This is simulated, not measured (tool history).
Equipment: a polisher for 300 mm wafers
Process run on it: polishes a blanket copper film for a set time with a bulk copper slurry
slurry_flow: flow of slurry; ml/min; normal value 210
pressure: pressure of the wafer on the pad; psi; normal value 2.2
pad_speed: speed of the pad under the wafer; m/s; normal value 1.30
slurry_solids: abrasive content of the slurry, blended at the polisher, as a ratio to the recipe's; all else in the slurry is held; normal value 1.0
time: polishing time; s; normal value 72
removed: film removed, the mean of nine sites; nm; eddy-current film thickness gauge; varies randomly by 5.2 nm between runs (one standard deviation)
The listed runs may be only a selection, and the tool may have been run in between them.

run,hour,slurry_flow,pressure,pad_speed,slurry_solids,time,wafers since the last listed run,wafers polished on this pad,hours since the slurry nozzle was cleaned,hours since the head pressure was calibrated,hours since the slurry blender was calibrated,"incoming thickness of the incoming film, nm",removed
1,0.0,210,2.2,1.30,1.0,72,0,327,372.1,950.6,112.8,1883.2,613.8
2,9.5,210,2.2,1.30,1.0,72,76,404,381.6,960.1,122.3,1876.5,611.6
3,22.5,210,2.2,1.30,1.0,72,104,509,394.6,973.1,135.3,1896.1,604.1
# hour 35.4: slurry blender recalibrated
4,38.5,210,2.2,1.30,1.0,72,113,622,410.6,989.1,3.1,1839.0,626.9
5,53.4,210,2.2,1.30,1.0,72,120,742,425.5,1004.0,18.0,1861.1,626.8
6,70.1,210,2.2,1.30,1.0,72,134,877,442.2,1020.7,34.7,1877.2,633.2
7,86.2,210,2.2,1.48,1.0,72,130,1007,458.3,1036.8,50.8,1846.0,717.7
8,96.6,210,2.2,1.48,1.0,72,83,1091,468.7,1047.2,61.2,1901.9,712.8
9,102.9,210,2.2,1.30,1.0,72,50,1142,475.0,1053.5,67.5,1897.7,632.7
# hour 105.3: head pressure recalibrated
10,120.1,160,2.4,1.14,1.0,87,122,1265,492.2,14.8,84.7,1910.4,696.0
11,126.4,210,2.2,1.30,1.0,72,50,1316,498.5,21.1,91.0,1871.2,622.0
# hour 143.1: worn pad replaced by a new one
12,143.6,165,2.8,1.30,1.0,72,106,4,515.7,38.3,108.2,1856.3,776.2
# hour 153.1: slurry blender recalibrated
# hour 165.3: slurry nozzle cleaned
13,167.6,150,1.4,1.30,0.9,56,169,173,2.3,62.3,14.5,1862.5,294.3
14,177.5,210,2.2,1.58,1.0,72,79,253,12.2,72.2,24.4,1876.0,758.4
15,194.1,165,2.2,1.30,1.0,72,134,387,28.8,88.8,41.0,1873.7,604.6
16,210.7,210,2.2,1.48,1.0,72,134,521,45.4,105.4,57.6,1849.2,695.7

Predict each of these 5 candidate next runs independently; none follows another, all start after run 16:
A,211.1,210,2.2,1.30,1.0,72,3,525,45.8,105.8,58.0,1889.7,?
B,211.1,150,2.9,1.30,0.8,94,3,525,45.8,105.8,58.0,1889.7,?
C,211.1,210,2.5,1.30,1.0,72,3,525,45.8,105.8,58.0,1889.7,?
D,211.1,210,1.7,1.30,0.9,72,3,525,45.8,105.8,58.0,1889.7,?
E,211.1,145,2.2,1.30,0.8,72,3,525,45.8,105.8,58.0,1889.7,?

run,removed
A,629.1
B,1008.2
C,714.9
D,480.2
E,582.7
Without the tool's hidden state the same runs would have given:
run,removed
A,640.4
B,1026.0
C,727.7
D,488.7
E,593.0
